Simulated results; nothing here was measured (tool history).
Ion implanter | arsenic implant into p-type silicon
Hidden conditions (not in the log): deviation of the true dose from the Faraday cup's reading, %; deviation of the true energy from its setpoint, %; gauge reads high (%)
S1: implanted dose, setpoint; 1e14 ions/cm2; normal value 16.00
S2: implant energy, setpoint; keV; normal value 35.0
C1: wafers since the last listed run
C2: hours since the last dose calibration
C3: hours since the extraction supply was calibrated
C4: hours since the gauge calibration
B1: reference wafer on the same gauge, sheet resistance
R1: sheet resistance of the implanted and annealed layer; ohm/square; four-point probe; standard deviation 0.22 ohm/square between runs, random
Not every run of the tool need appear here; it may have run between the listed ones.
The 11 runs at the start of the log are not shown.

{"day": 42.829, "done": "extraction supply calibrated"}
{"run": 12, "day": 43.462, "S1": 16.0, "S2": 35.0, "C1": 602, "C2": 1418.2, "C3": 15.2, "C4": 2435.0, "B1": 100.42, "R1": 87.28}
{"day": 45.154, "done": "gauge calibrated"}
{"run": 13, "day": 45.958, "S1": 16.0, "S2": 35.0, "C1": 1224, "C2": 1478.1, "C3": 75.1, "C4": 19.3, "B1": 100.49, "R1": 87.17}
{"run": 14, "day": 50.104, "S1": 16.0, "S2": 35.0, "C1": 2033, "C2": 1577.6, "C3": 174.6, "C4": 118.8, "B1": 100.36, "R1": 87.1}
{"run": 15, "day": 53.746, "S1": 16.0, "S2": 35.0, "C1": 1786, "C2": 1665.0, "C3": 262.0, "C4": 206.2, "B1": 100.4, "R1": 86.99}
{"run": 16, "day": 58.117, "S1": 16.0, "S2": 35.0, "C1": 2143, "C2": 1769.9, "C3": 366.9, "C4": 311.1, "B1": 100.36, "R1": 87.28}
{"run": 17, "day": 61.138, "S1": 12.97, "S2": 35.0, "C1": 1481, "C2": 1842.4, "C3": 439.4, "C4": 383.6, "B1": 100.44, "R1": 96.84}
{"run": 18, "day": 64.654, "S1": 16.0, "S2": 35.0, "C1": 1724, "C2": 1926.8, "C3": 523.8, "C4": 468.0, "B1": 100.32, "R1": 87.65}
{"run": 19, "day": 67.771, "S1": 16.0, "S2": 35.0, "C1": 1528, "C2": 2001.6, "C3": 598.6, "C4": 542.8, "B1": 100.39, "R1": 87.37}
{"run": 20, "day": 75.879, "S1": 12.5, "S2": 35.0, "C1": 3976, "C2": 2196.2, "C3": 793.2, "C4": 737.4, "B1": 100.45, "R1": 99.35}
{"day": 78.421, "done": "Faraday cup replaced and dose calibrated"}
{"run": 21, "day": 79.412, "S1": 19.47, "S2": 35.0, "C1": 1569, "C2": 23.8, "C3": 878.0, "C4": 822.2, "B1": 100.42, "R1": 78.86}
{"run": 22, "day": 81.525, "S1": 18.67, "S2": 23.5, "C1": 1036, "C2": 74.5, "C3": 928.7, "C4": 872.9, "B1": 100.4, "R1": 91.39}
{"run": 23, "day": 85.862, "S1": 16.0, "S2": 44.0, "C1": 2127, "C2": 178.6, "C3": 1032.8, "C4": 977.0, "B1": 100.41, "R1": 79.96}
{"run": 24, "day": 89.088, "S1": 19.3, "S2": 46.5, "C1": 1581, "C2": 256.0, "C3": 1110.2, "C4": 1054.4, "B1": 100.39, "R1": 72.53}
{"run": 25, "day": 91.021, "S1": 11.94, "S2": 39.0, "C1": 948, "C2": 302.4, "C3": 1156.6, "C4": 1100.8, "B1": 100.53, "R1": 97.76}
{"run": 26, "day": 94.392, "S1": 12.77, "S2": 35.0, "C1": 1653, "C2": 383.3, "C3": 1237.5, "C4": 1181.7, "B1": 100.46, "R1": 96.33}
{"run": 27, "day": 96.404, "S1": 18.65, "S2": 24.0, "C1": 987, "C2": 431.6, "C3": 1285.8, "C4": 1230.0, "B1": 100.47, "R1": 91.18}
{"run": 28, "day": 98.054, "S1": 17.65, "S2": 35.0, "C1": 809, "C2": 471.2, "C3": 1325.4, "C4": 1269.6, "B1": 100.41, "R1": 82.44}
{"run": 29, "day": 99.896, "S1": 12.14, "S2": 25.0, "C1": 903, "C2": 515.4, "C3": 1369.6, "C4": 1313.8, "B1": 100.46, "R1": 107.27}
{"run": 30, "day": 102.617, "S1": 12.13, "S2": 26.0, "C1": 1334, "C2": 580.7, "C3": 1434.9, "C4": 1379.1, "B1": 100.47, "R1": 106.48}
{"run": 31, "day": 105.642, "S1": 16.0, "S2": 35.0, "C1": 1483, "C2": 653.3, "C3": 1507.5, "C4": 1451.7, "B1": 100.41, "R1": 86.52}
{"run": 32, "day": 109.267, "S1": 19.25, "S2": 42.0, "C1": 1777, "C2": 740.3, "C3": 1594.5, "C4": 1538.7, "B1": 100.32, "R1": 75.38}
{"run": 33, "day": 111.158, "S1": 19.92, "S2": 38.5, "C1": 927, "C2": 785.7, "C3": 1639.9, "C4": 1584.1, "B1": 100.41, "R1": 76.79}

Each row is a separate what-if for the run after 33, all from the same tool condition, not one after another. Results?
{"run": "A", "day": 111.175, "S1": 16.0, "S2": 35.0, "C1": 8, "C2": 786.1, "C3": 1640.3, "C4": 1584.5, "B1": "?", "R1": "?"}
{"run": "B", "day": 111.175, "S1": 16.0, "S2": 31.5, "C1": 8, "C2": 786.1, "C3": 1640.3, "C4": 1584.5, "B1": "?", "R1": "?"}
{"run": "C", "day": 111.175, "S1": 18.86, "S2": 44.0, "C1": 8, "C2": 786.1, "C3": 1640.3, "C4": 1584.5, "B1": "?", "R1": "?"}

run=A B1=100.36 R1=86.63
run=B B1=100.36 R1=89.26
run=C B1=100.36 R1=75.07
The same runs, with their run-to-run variation unchanged, on a tool lacking any hidden condition would have given:
run=A R1=85.52
run=B R1=88.17
run=C R1=74.10
